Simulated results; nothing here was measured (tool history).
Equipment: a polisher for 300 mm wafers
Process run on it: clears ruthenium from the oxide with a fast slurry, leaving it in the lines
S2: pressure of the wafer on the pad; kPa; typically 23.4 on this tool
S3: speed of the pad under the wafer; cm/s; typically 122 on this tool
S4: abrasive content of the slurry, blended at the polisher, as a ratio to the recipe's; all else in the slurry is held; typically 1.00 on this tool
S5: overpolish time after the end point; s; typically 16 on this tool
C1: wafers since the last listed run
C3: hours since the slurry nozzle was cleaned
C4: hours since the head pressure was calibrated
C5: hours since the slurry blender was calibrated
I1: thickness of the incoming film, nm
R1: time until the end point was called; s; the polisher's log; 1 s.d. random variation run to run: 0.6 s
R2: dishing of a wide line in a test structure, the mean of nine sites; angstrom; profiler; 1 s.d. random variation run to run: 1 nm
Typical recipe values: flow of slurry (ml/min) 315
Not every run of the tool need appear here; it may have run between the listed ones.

run 1 hour=0.0 | flow_of_slurry_(ml/min)=315 S2=23.4 S3=122 S4=1.00 S5=16 | C1=0 wafers_polished_on_this_pad=1712 C3=398.9 C4=151.3 C5=48.0 | I1=199.8 | R1=36.4 R2=482
run 2 hour=13.0 | flow_of_slurry_(ml/min)=360 S2=23.4 S3=122 S4=1.00 S5=16 | C1=130 wafers_polished_on_this_pad=1843 C3=411.9 C4=164.3 C5=61.0 | I1=199.3 | R1=36.0 R2=492
-- hour=101.9 worn pad replaced by a new one
run 3 hour=112.8 | flow_of_slurry_(ml/min)=360 S2=23.4 S3=122 S4=1.00 S5=16 | C1=963 wafers_polished_on_this_pad=109 C3=511.7 C4=264.1 C5=160.8 | I1=198.0 | R1=32.5 R2=512
run 4 hour=144.7 | flow_of_slurry_(ml/min)=280 S2=23.4 S3=96 S4=0.75 S5=25 | C1=320 wafers_polished_on_this_pad=430 C3=543.6 C4=296.0 C5=192.7 | I1=202.3 | R1=53.6 R2=489
run 5 hour=171.6 | flow_of_slurry_(ml/min)=395 S2=30.3 S3=90 S4=1.25 S5=16 | C1=270 wafers_polished_on_this_pad=700 C3=570.5 C4=322.9 C5=219.6 | I1=201.8 | R1=35.1 R2=501
run 6 hour=188.7 | flow_of_slurry_(ml/min)=255 S2=23.4 S3=122 S4=1.00 S5=16 | C1=172 wafers_polished_on_this_pad=872 C3=587.6 C4=340.0 C5=236.7 | I1=201.2 | R1=36.1 R2=476
run 7 hour=217.1 | flow_of_slurry_(ml/min)=315 S2=23.4 S3=122 S4=1.00 S5=16 | C1=285 wafers_polished_on_this_pad=1158 C3=616.0 C4=368.4 C5=265.1 | I1=197.8 | R1=34.2 R2=483
run 8 hour=247.9 | flow_of_slurry_(ml/min)=380 S2=17.9 S3=84 S4=1.00 S5=16 | C1=309 wafers_polished_on_this_pad=1468 C3=646.8 C4=399.2 C5=295.9 | I1=198.8 | R1=58.4 R2=341
-- hour=276.0 slurry nozzle cleaned
run 9 hour=276.5 | flow_of_slurry_(ml/min)=315 S2=23.4 S3=144 S4=1.00 S5=16 | C1=277 wafers_polished_on_this_pad=1746 C3=0.5 C4=427.8 C5=324.5 | I1=202.5 | R1=31.0 R2=537
run 10 hour=295.6 | flow_of_slurry_(ml/min)=315 S2=23.4 S3=122 S4=1.00 S5=16 | C1=192 wafers_polished_on_this_pad=1938 C3=19.6 C4=446.9 C5=343.6 | I1=201.0 | R1=36.2 R2=465
run 11 hour=313.4 | flow_of_slurry_(ml/min)=380 S2=17.9 S3=84 S4=1.00 S5=16 | C1=179 wafers_polished_on_this_pad=2117 C3=37.4 C4=464.7 C5=361.4 | I1=200.6 | R1=60.3 R2=337
-- hour=339.1 worn pad replaced by a new one
run 12 hour=341.0 | flow_of_slurry_(ml/min)=315 S2=15.9 S3=122 S4=1.15 S5=16 | C1=237 wafers_polished_on_this_pad=19 C3=65.0 C4=492.3 C5=389.0 | I1=198.4 | R1=36.3 R2=469
-- hour=345.3 slurry blender recalibrated
run 13 hour=355.8 | flow_of_slurry_(ml/min)=315 S2=23.4 S3=122 S4=1.30 S5=16 | C1=128 wafers_polished_on_this_pad=147 C3=79.8 C4=507.1 C5=10.5 | I1=201.6 | R1=29.2 R2=572
run 14 hour=386.9 | flow_of_slurry_(ml/min)=315 S2=23.4 S3=110 S4=1.00 S5=25 | C1=312 wafers_polished_on_this_pad=460 C3=110.9 C4=538.2 C5=41.6 | I1=198.3 | R1=35.3 R2=603
run 15 hour=405.9 | flow_of_slurry_(ml/min)=235 S2=23.4 S3=158 S4=0.75 S5=6 | C1=191 wafers_polished_on_this_pad=651 C3=129.9 C4=557.2 C5=60.6 | I1=200.4 | R1=32.0 R2=247
run 16 hour=430.2 | flow_of_slurry_(ml/min)=315 S2=29.6 S3=122 S4=1.25 S5=16 | C1=244 wafers_polished_on_this_pad=896 C3=154.2 C4=581.5 C5=84.9 | I1=197.1 | R1=25.4 R2=588
run 17 hour=442.3 | flow_of_slurry_(ml/min)=365 S2=23.4 S3=122 S4=1.00 S5=16 | C1=121 wafers_polished_on_this_pad=1018 C3=166.3 C4=593.6 C5=97.0 | I1=197.7 | R1=32.4 R2=484
run 18 hour=460.2 | flow_of_slurry_(ml/min)=315 S2=30.3 S3=122 S4=0.90 S5=16 | C1=180 wafers_polished_on_this_pad=1198 C3=184.2 C4=611.5 C5=114.9 | I1=199.9 | R1=31.6 R2=514
run 19 hour=490.9 | flow_of_slurry_(ml/min)=265 S2=23.4 S3=122 S4=1.15 S5=19 | C1=308 wafers_polished_on_this_pad=1507 C3=214.9 C4=642.2 C5=145.6 | I1=198.6 | R1=33.0 R2=544
run 20 hour=524.4 | flow_of_slurry_(ml/min)=405 S2=23.4 S3=134 S4=1.00 S5=12 | C1=337 wafers_polished_on_this_pad=1844 C3=248.4 C4=675.7 C5=179.1 | I1=197.4 | R1=31.5 R2=414
-- hour=533.5 head pressure recalibrated
run 21 hour=537.6 | flow_of_slurry_(ml/min)=255 S2=23.4 S3=122 S4=1.00 S5=16 | C1=112 wafers_polished_on_this_pad=1956 C3=261.6 C4=4.1 C5=192.3 | I1=200.9 | R1=36.8 R2=487
run 22 hour=559.9 | flow_of_slurry_(ml/min)=315 S2=23.4 S3=122 S4=1.00 S5=16 | C1=224 wafers_polished_on_this_pad=2181 C3=283.9 C4=26.4 C5=214.6 | I1=200.5 | R1=37.1 R2=473
run 23 hour=587.6 | flow_of_slurry_(ml/min)=315 S2=23.4 S3=122 S4=1.00 S5=16 | C1=278 wafers_polished_on_this_pad=2459 C3=311.6 C4=54.1 C5=242.3 | I1=198.2 | R1=36.8 R2=474
-- hour=613.5 worn pad replaced by a new one
run 24 hour=614.0 | flow_of_slurry_(ml/min)=315 S2=26.2 S3=110 S4=0.85 S5=16 | C1=225 wafers_polished_on_this_pad=4 C3=338.0 C4=80.5 C5=268.7 | I1=196.9 | R1=37.2 R2=462
run 25 hour=643.5 | flow_of_slurry_(ml/min)=315 S2=27.6 S3=138 S4=0.85 S5=20 | C1=296 wafers_polished_on_this_pad=301 C3=367.5 C4=110.0 C5=298.2 | I1=201.3 | R1=30.1 R2=596
run 26 hour=662.0 | flow_of_slurry_(ml/min)=315 S2=23.4 S3=102 S4=1.00 S5=16 | C1=186 wafers_polished_on_this_pad=487 C3=386.0 C4=128.5 C5=316.7 | I1=196.8 | R1=38.6 R2=461
run 27 hour=688.8 | flow_of_slurry_(ml/min)=265 S2=23.4 S3=122 S4=1.15 S5=19 | C1=269 wafers_polished_on_this_pad=757 C3=412.8 C4=155.3 C5=343.5 | I1=196.1 | R1=30.1 R2=562

Forecast each of these 5 alternatives for the next run:
run A hour=689.2 | flow_of_slurry_(ml/min)=315 S2=23.4 S3=122 S4=1.00 S5=16 | C1=4 wafers_polished_on_this_pad=761 C3=413.2 C4=155.7 C5=343.9 | I1=198.1 | R1=? R2=?
run B hour=689.2 | flow_of_slurry_(ml/min)=315 S2=23.4 S3=122 S4=1.15 S5=16 | C1=4 wafers_polished_on_this_pad=761 C3=413.2 C4=155.7 C5=343.9 | I1=198.1 | R1=? R2=?
run C hour=689.2 | flow_of_slurry_(ml/min)=315 S2=23.4 S3=122 S4=0.90 S5=12 | C1=4 wafers_polished_on_this_pad=761 C3=413.2 C4=155.7 C5=343.9 | I1=198.1 | R1=? R2=?
run D hour=689.2 | flow_of_slurry_(ml/min)=345 S2=23.4 S3=122 S4=1.00 S5=16 | C1=4 wafers_polished_on_this_pad=761 C3=413.2 C4=155.7 C5=343.9 | I1=198.1 | R1=? R2=?
run E hour=689.2 | flow_of_slurry_(ml/min)=420 S2=31.0 S3=110 S4=1.00 S5=16 | C1=4 wafers_polished_on_this_pad=761 C3=413.2 C4=155.7 C5=343.9 | I1=198.1 | R1=? R2=?

run=A R1=33.2 R2=513
run=B R1=30.6 R2=538
run=C R1=35.7 R2=408
run=D R1=32.9 R2=516
run=E R1=30.2 R2=542
Take away the tool's hidden state, keep each run's random variation, and the runs would have read:
run=A R1=31.7 R2=527
run=B R1=29.2 R2=551
run=C R1=34.1 R2=422
run=D R1=31.5 R2=529
run=E R1=28.8 R2=556
